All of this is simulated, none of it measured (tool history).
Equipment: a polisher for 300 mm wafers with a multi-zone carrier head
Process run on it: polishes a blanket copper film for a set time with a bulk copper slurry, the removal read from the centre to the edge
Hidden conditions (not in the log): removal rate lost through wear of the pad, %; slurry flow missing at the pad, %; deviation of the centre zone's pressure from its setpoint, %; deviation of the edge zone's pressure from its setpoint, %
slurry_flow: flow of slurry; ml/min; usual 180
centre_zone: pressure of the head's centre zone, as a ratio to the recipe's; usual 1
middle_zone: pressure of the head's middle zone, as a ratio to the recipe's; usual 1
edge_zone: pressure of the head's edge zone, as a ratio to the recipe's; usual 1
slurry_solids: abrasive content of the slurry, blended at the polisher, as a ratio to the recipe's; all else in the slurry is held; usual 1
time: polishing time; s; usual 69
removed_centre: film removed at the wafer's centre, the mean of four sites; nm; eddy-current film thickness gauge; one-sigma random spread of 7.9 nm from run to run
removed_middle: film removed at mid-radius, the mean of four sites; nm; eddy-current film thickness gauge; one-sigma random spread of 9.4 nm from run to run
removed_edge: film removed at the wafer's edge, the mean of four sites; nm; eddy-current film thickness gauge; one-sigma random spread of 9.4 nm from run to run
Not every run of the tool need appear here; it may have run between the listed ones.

run	hour	slurry_flow	centre_zone	middle_zone	edge_zone	slurry_solids	time	wafers since the last listed run	wafers polished on this pad	hours since the slurry nozzle was cleaned	hours since the centre zone pressure was calibrated	hours since the edge zone pressure was calibrated	hours since the carrier head's membrane was replaced	incoming thickness of the incoming film, nm	removed_centre	removed_middle	removed_edge
1	0	180	1	1	1	1	69	0	22	429.9	25.1	703.1	520.3	2012	777.6	771.7	799
# hour 48.5: edge zone pressure recalibrated
2	97.4	180	1	0.94	1.11	1	69	1026	1049	527.3	122.5	48.9	617.7	2003.7	785.5	736.7	815.5
# hour 167.2: slurry nozzle cleaned
3	413.2	180	1	1	1	1	69	3386	4435	246	438.3	364.7	933.5	2034	768.8	758.7	807.5
4	516.1	180	1	1	1	1	69	1107	5543	348.9	541.2	467.6	1036.4	2024.3	765	762.5	788.4
5	645.9	180	1	1	1.06	1	69	1396	6939	478.7	671	597.4	1166.2	2029.4	761.9	781.1	808.4
6	719.7	125	1.06	1	1.1	1	53	793	7733	552.5	744.8	671.2	1240	2019.3	557.8	552.3	598.7
7	763.4	180	1	1	1	1	69	470	8203	596.2	788.5	714.9	1283.7	2012.9	742.8	786.5	797.3
# hour 771.7: worn pad replaced by a new one
8	800.1	180	1	1	1	1	69	351	305	632.9	825.2	751.6	1320.4	1982.8	745.8	765.8	796.3
# hour 804.4: edge zone pressure recalibrated
9	895.9	180	0.94	1.08	1	1.1	69	1009	1314	728.7	921	91.5	1416.2	1992.1	719.2	829.2	811.7
10	942	180	1	1	1	1	92	495	1810	774.8	967.1	137.6	1462.3	2023.1	989.2	1035.4	1057.8
# hour 947.6: slurry nozzle cleaned
# hour 979: centre zone pressure recalibrated
11	981.9	180	0.96	0.93	1	0.85	86	396	2207	34.3	2.9	177.5	1502.2	1984.9	917.5	901.9	942.4
# hour 1038: carrier head's membrane replaced by a new one
12	1048.4	180	1	1	1	1	69	661	2868	100.8	69.4	244	10.4	2037	796.8	755.8	786.6
13	1126.7	145	1	1	0.89	1.2	51	842	3711	179.1	147.7	322.3	88.7	2041	585.7	568.1	572.3
14	1174.1	180	1	1	1.03	1.15	69	509	4221	226.5	195.1	369.7	136.1	2043.4	834.6	792.8	816.2
15	1240.1	205	1	1	1	1	69	710	4931	292.5	261.1	435.7	202.1	2032.4	810	787.1	791.2
16	1333.3	130	1	1	0.94	0.85	69	1002	5933	385.7	354.3	528.9	295.3	2030.3	687.9	689.5	683.1
17	1391.1	210	1	1.03	0.96	1	46	621	6555	443.5	412.1	586.7	353.1	2036.4	541.4	529.3	535.9
# hour 1419.5: edge zone pressure recalibrated
# hour 1474.6: worn pad replaced by a new one
18	1495.5	180	1.03	1	1	1	58	1058	225	547.9	516.5	76	457.5	2018.1	670.5	652.7	668.2
19	1589.8	180	1	1	1.05	0.75	69	1014	1239	642.2	610.8	170.3	551.8	1980.5	719.7	697.8	741.8
20	1684.7	135	1.04	0.91	1	1.1	69	1020	2260	737.1	705.7	265.2	646.7	2062.5	762.7	709.5	786.1

Branching from run 20: 5 alternative next runs. What would each branch give?
A	1685.1	180	1	1	1	1	69	4	2264	737.5	706.1	265.6	647.1	2032	?	?	?
B	1685.1	155	1	1.06	1	1	69	4	2264	737.5	706.1	265.6	647.1	2032	?	?	?
C	1685.1	200	1	1	1.04	1	69	4	2264	737.5	706.1	265.6	647.1	2032	?	?	?
D	1685.1	180	1	1	1	1	84	4	2264	737.5	706.1	265.6	647.1	2032	?	?	?
E	1685.1	180	1	0.93	1.04	1	58	4	2264	737.5	706.1	265.6	647.1	2032	?	?	?

run	removed_centre	removed_middle	removed_edge
A	749.8	778.4	793.1
B	726	780.8	776.2
C	764.6	792.1	816.2
D	912.8	947.6	965.5
E	630.1	629.5	677.6
Without the tool's hidden state the same runs would have given:
run	removed_centre	removed_middle	removed_edge
A	771.3	778.3	793.1
B	746.8	780.7	776.2
C	786.6	792	816.2
D	938.9	947.5	965.5
E	648.1	629.4	677.6
